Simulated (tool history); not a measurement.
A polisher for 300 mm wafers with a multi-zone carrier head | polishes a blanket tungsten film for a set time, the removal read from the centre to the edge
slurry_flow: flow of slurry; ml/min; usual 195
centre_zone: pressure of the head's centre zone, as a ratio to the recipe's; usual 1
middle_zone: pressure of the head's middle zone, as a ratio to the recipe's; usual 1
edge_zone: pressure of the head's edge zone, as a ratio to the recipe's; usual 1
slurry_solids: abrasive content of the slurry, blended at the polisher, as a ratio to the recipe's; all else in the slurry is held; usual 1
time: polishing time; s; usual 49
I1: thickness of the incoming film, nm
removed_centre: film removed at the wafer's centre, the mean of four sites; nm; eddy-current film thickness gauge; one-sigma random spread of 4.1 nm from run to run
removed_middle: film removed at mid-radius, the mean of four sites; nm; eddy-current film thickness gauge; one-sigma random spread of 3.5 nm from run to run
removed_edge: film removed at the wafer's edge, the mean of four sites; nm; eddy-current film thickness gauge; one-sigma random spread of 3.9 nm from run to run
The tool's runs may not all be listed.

Run 1, day 0: usual settings but middle_zone 0.98; I1 1251.1. Result: removed_centre 337.4 nm, removed_middle 289.8 nm, removed_edge 301.3 nm.
At day 0.479: worn pad replaced by a new one.
Run 2, day 0.604: usual settings but middle_zone 0.98; I1 1256.9. Result: removed_centre 348.5 nm, removed_middle 297.9 nm, removed_edge 300.1 nm.
Run 3, day 1.296: usual settings but middle_zone 0.98; I1 1249.7. Result: removed_centre 346.5 nm, removed_middle 294.7 nm, removed_edge 296.7 nm.
Run 4, day 1.858: usual settings but slurry_flow 125 ml/min, middle_zone 0.92, slurry_solids 0.85, time 56 s; I1 1267.9. Result: removed_centre 348.4 nm, removed_middle 287.6 nm, removed_edge 317.1 nm.
Run 5, day 2.488: usual settings but middle_zone 0.98; I1 1250.1. Result: removed_centre 347.3 nm, removed_middle 296.6 nm, removed_edge 303 nm.
Run 6, day 3.046: usual settings; I1 1275.8. Result: removed_centre 337.8 nm, removed_middle 296.5 nm, removed_edge 301.8 nm.
At day 4.008: centre zone pressure recalibrated, repeated, since the last time left the tool worse.
At day 5.383: slurry nozzle cleaned.
At day 6.412: carrier head's membrane replaced by a new one.
Run 7, day 6.958: usual settings but slurry_flow 130 ml/min, time 33 s; I1 1247.8. Result: removed_centre 194.1 nm, removed_middle 193.7 nm, removed_edge 190.3 nm.
Run 8, day 7.675: usual settings but slurry_solids 1.25, time 33 s; I1 1249.4. Result: removed_centre 222.3 nm, removed_middle 208.7 nm, removed_edge 207.7 nm.
Run 9, day 8.942: usual settings but slurry_solids 1.25, time 44 s; I1 1275.3. Result: removed_centre 295.8 nm, removed_middle 287.2 nm, removed_edge 281 nm.
At day 9.362: worn pad replaced by a new one.
At day 12.317: edge zone pressure recalibrated.
Run 10, day 12.442: usual settings but centre_zone 1.04, slurry_solids 1.15; I1 1279.8. Result: removed_centre 338.4 nm, removed_middle 311.9 nm, removed_edge 301.3 nm.
Run 11, day 13.233: usual settings but middle_zone 1.04, edge_zone 0.94, time 36 s; I1 1253.5. Result: removed_centre 230.1 nm, removed_middle 223.1 nm, removed_edge 209.9 nm.
Run 12, day 13.958: usual settings but centre_zone 1.06, slurry_solids 1.25; I1 1266.6. Result: removed_centre 357.4 nm, removed_middle 320.2 nm, removed_edge 321.5 nm.
Run 13, day 14.538: usual settings but slurry_flow 165 ml/min, centre_zone 1.03, slurry_solids 0.85; I1 1258.4. Result: removed_centre 300.9 nm, removed_middle 277.8 nm, removed_edge 277.6 nm.
Run 14, day 15.625: usual settings but slurry_flow 230 ml/min, edge_zone 1.09; I1 1237.6. Result: removed_centre 317.9 nm, removed_middle 299.9 nm, removed_edge 312.5 nm.
Run 15, day 16.483: usual settings but centre_zone 0.9, middle_zone 1.11, edge_zone 1.11, time 60 s; I1 1249.5. Result: removed_centre 351.9 nm, removed_middle 409.9 nm, removed_edge 388.9 nm.
Run 16, day 17.308: usual settings; I1 1252.8. Result: removed_centre 313.4 nm, removed_middle 296.3 nm, removed_edge 297.1 nm.
At day 17.525: worn pad replaced by a new one.
At day 17.992: centre zone pressure recalibrated.
Run 17, day 18.558: usual settings; I1 1282. Result: removed_centre 294.5 nm, removed_middle 293.5 nm, removed_edge 293 nm.
Run 18, day 19.408: usual settings but slurry_flow 230 ml/min; I1 1244.8. Result: removed_centre 302.3 nm, removed_middle 305 nm, removed_edge 295 nm.
Run 19, day 20.317: usual settings but slurry_flow 135 ml/min, slurry_solids 1.2, time 42 s; I1 1256.4. Result: removed_centre 267.1 nm, removed_middle 258 nm, removed_edge 258.7 nm.
Run 20, day 20.942: usual settings but slurry_flow 140 ml/min, edge_zone 1.06; I1 1249.7. Result: removed_centre 292.4 nm, removed_middle 291.7 nm, removed_edge 301.5 nm.
Run 21, day 21.858: usual settings; I1 1253.1. Result: removed_centre 311.8 nm, removed_middle 294.6 nm, removed_edge 296.7 nm.
Run 22, day 22.858: usual settings; I1 1250.7. Result: removed_centre 306.6 nm, removed_middle 296.5 nm, removed_edge 294.3 nm.

Branching from run 22: 3 alternative next runs. What would each branch give?
Run A, day 22.875: usual settings; I1 1247.4. Result: removed_centre ?, removed_middle ?, removed_edge ?.
Run B, day 22.875: usual settings but middle_zone 0.92; I1 1247.4. Result: removed_centre ?, removed_middle ?, removed_edge ?.
Run C, day 22.875: usual settings but centre_zone 0.9; I1 1247.4. Result: removed_centre ?, removed_middle ?, removed_edge ?.

run  removed_centre  removed_middle  removed_edge
  A           309.6           298.4         293.5
  B           309.4           278.3         293.8
  C           278.5           298.6         293.5
Take away the tool's hidden state, keep each run's random variation, and the runs would have read:
run  removed_centre  removed_middle  removed_edge
  A           299.7           298.5         293.5
  B           299.6           278.3         293.8
  C           269.5           298.6         293.5

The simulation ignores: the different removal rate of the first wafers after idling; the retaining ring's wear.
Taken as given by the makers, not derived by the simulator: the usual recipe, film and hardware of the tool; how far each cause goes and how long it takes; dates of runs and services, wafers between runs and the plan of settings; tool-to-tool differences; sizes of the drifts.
